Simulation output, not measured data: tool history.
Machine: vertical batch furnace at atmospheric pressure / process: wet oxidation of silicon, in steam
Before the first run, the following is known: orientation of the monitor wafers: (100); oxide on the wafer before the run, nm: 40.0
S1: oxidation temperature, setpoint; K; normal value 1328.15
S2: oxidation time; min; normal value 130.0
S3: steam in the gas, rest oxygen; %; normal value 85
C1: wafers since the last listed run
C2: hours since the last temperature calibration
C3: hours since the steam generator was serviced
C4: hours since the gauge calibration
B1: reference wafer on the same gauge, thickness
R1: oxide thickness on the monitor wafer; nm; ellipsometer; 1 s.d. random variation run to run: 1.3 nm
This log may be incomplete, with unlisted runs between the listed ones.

run,hour,S1,S2,S3,C1,C2,C3,C4,B1,R1
1,0.0,1328.15,130.0,85,0,2844.1,1683.9,46.6,738.08,864.88
2,35.1,1328.15,130.0,85,437,2879.2,1719.0,81.7,738.28,866.20
3,57.1,1342.15,130.0,85,274,2901.2,1741.0,103.7,738.28,916.13
4,87.3,1328.15,130.0,85,376,2931.4,1771.2,133.9,737.69,863.84
5,99.5,1328.15,130.0,85,152,2943.6,1783.4,146.1,738.08,864.47
6,128.4,1328.15,130.0,85,360,2972.5,1812.3,175.0,737.72,862.75
7,146.0,1328.15,130.0,85,219,2990.1,1829.9,192.6,738.28,861.85
8,172.1,1317.15,130.0,85,325,3016.2,1856.0,218.7,738.00,820.98
9,185.7,1317.15,130.0,85,169,3029.8,1869.6,232.3,738.23,823.87
10,201.0,1317.15,130.0,85,190,3045.1,1884.9,247.6,737.99,819.86
11,217.0,1328.15,180.5,85,199,3061.1,1900.9,263.6,737.94,1036.48
# hour 250.8: steam generator serviced
12,251.3,1328.15,180.5,85,128,3095.4,0.5,297.9,738.15,1052.64
13,258.2,1328.15,180.5,85,86,3102.3,7.4,304.8,738.24,1056.47
14,316.7,1349.15,108.5,89,729,3160.8,65.9,363.3,737.77,883.29
# hour 352.4: thermocouples replaced and temperature profile calibrated
15,352.9,1341.15,158.0,78,152,0.5,102.1,399.5,738.32,982.43
16,367.5,1321.15,163.0,91,182,15.1,116.7,414.1,737.86,1005.89
17,397.3,1328.15,130.0,85,371,44.9,146.5,443.9,738.11,874.71
18,425.3,1328.15,99.5,76,349,72.9,174.5,471.9,738.34,705.68
19,452.3,1345.15,76.0,93,336,99.9,201.5,498.9,737.86,732.68
20,472.7,1305.15,185.5,79,254,120.3,221.9,519.3,738.05,927.82
21,499.9,1328.15,130.0,85,339,147.5,249.1,546.5,737.98,875.72
# hour 522.1: gauge calibrated
22,534.3,1316.15,66.5,78,428,181.9,283.5,12.2,737.86,534.27
23,569.9,1328.15,161.5,85,443,217.5,319.1,47.8,737.91,991.07
24,592.9,1305.15,185.5,79,286,240.5,342.1,70.8,737.83,928.48
25,614.1,1349.15,130.0,97,264,261.7,363.3,92.0,738.03,1025.88
26,707.7,1351.15,110.0,85,1166,355.3,456.9,185.6,738.12,876.85
27,719.7,1346.15,112.5,79,149,367.3,468.9,197.6,738.04,835.81

Each run again, without the hidden state but with its own random variation kept:
Hidden state present: true tube temperature minus thermocouple reading, K; steam share off its setpoint, % of the setpoint; gauge reads high (%).
run,R1
1,875.89
2,877.70
3,928.39
4,876.02
5,876.83
6,875.49
7,874.82
8,833.89
9,837.02
10,833.17
11,1053.08
12,1053.11
13,1056.94
14,883.70
15,982.91
16,1006.41
17,875.19
18,706.10
19,733.15
20,928.45
21,876.35
22,534.72
23,991.95
24,929.39
25,1026.91
26,878.02
27,836.97
